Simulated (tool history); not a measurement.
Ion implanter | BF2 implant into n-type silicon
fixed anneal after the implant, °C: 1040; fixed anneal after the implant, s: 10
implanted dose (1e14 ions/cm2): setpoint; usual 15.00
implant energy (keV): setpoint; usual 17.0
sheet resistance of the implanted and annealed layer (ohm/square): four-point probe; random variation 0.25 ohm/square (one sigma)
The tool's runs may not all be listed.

run   hour  implanted dose (1e14 ions/cm2)  implant energy (keV)  read-back reference wafer on the same gauge, sheet resistance  sheet resistance of the implanted and annealed layer (ohm/square)
  1    0.0                           15.00                  17.0                                                         159.03                                                             167.57
  2   13.6                           15.00                  17.0                                                         159.03                                                             167.62
  3   20.2                           15.00                  17.0                                                         158.98                                                             167.48
  4   28.9                           17.86                  13.5                                                         158.99                                                             177.05
  5   38.6                           15.00                  15.0                                                         159.06                                                             174.89
  6   67.4                           15.00                  15.0                                                         159.04                                                             175.00
  7   85.0                           15.00                  17.0                                                         158.99                                                             167.22
  8  101.2                           15.00                  17.0                                                         159.01                                                             167.79
  9  107.5                           15.00                  17.0                                                         158.95                                                             167.41
 10  118.7                           15.00                  17.0                                                         159.03                                                             166.94
 11  136.2                           15.00                  17.0                                                         159.04                                                             167.80
 12  152.9                           15.00                  19.5                                                         159.04                                                             158.54
 13  159.4                           13.47                  17.0                                                         159.04                                                             171.52
 14  168.1                           13.47                  17.0                                                         158.95                                                             171.01
 15  176.4                           15.00                  17.0                                                         158.98                                                             167.30
 16  189.9                           15.00                  17.0                                                         158.99                                                             167.12
 17  204.3                           15.00                  17.0                                                         159.01                                                             167.06
 18  221.9                           15.00                  17.0                                                         159.01                                                             167.71
 19  251.3                           15.00                  17.0                                                         158.99                                                             167.56
 20  259.4                           15.00                  17.0                                                         159.01                                                             167.96
 21  270.4                           15.00                  17.0                                                         159.06                                                             167.12
 22  277.0                           15.00                  17.0                                                         158.95                                                             167.43
 23  289.0                           10.86                  17.0                                                         158.97                                                             182.65
 24  297.5                           11.31                  20.0                                                         158.99                                                             169.83
 25  307.0                           15.00                  17.0                                                         159.04                                                             167.48
 26  316.8                           10.55                  18.5                                                         159.00                                                             179.19
 27  327.8                           15.00                  12.5                                                         159.03                                                             185.31
 28  333.9                           15.00                  17.0                                                         158.96                                                             167.45
 29  342.4                           11.31                  13.5                                                         158.98                                                             193.89
 30  355.0                           15.00                  22.0                                                         159.03                                                             150.99
 31  368.4                           17.08                  11.5                                                         159.07                                                             186.68
 32  379.1                           15.00                  17.0                                                         158.99                                                             167.27
 33  385.4                           15.00                  13.0                                                         159.01                                                             183.50
 34  397.9                           10.51                  17.0                                                         158.95                                                             184.68
 35  407.5                           16.27                  19.5                                                         159.00                                                             156.33
 36  416.9                           10.83                  14.0                                                         159.01                                                             194.63
 37  427.7                           17.03                  20.5                                                         159.03                                                             152.63
 38  436.0                           16.93                  17.0                                                         158.92                                                             163.84

Taken out of this log: 3 entries between the listed runs. Where each belongs, and how the hidden state differs across it:
Between runs 13 and 14: extraction supply calibrated (hour 167.6)
  no hidden state differs between the two runs
Between runs 16 and 17: gauge calibrated (hour 191.5)
  no hidden state differs between the two runs
Between runs 18 and 19: Faraday cup replaced and dose calibrated (hour 235.8)
  no hidden state differs between the two runs
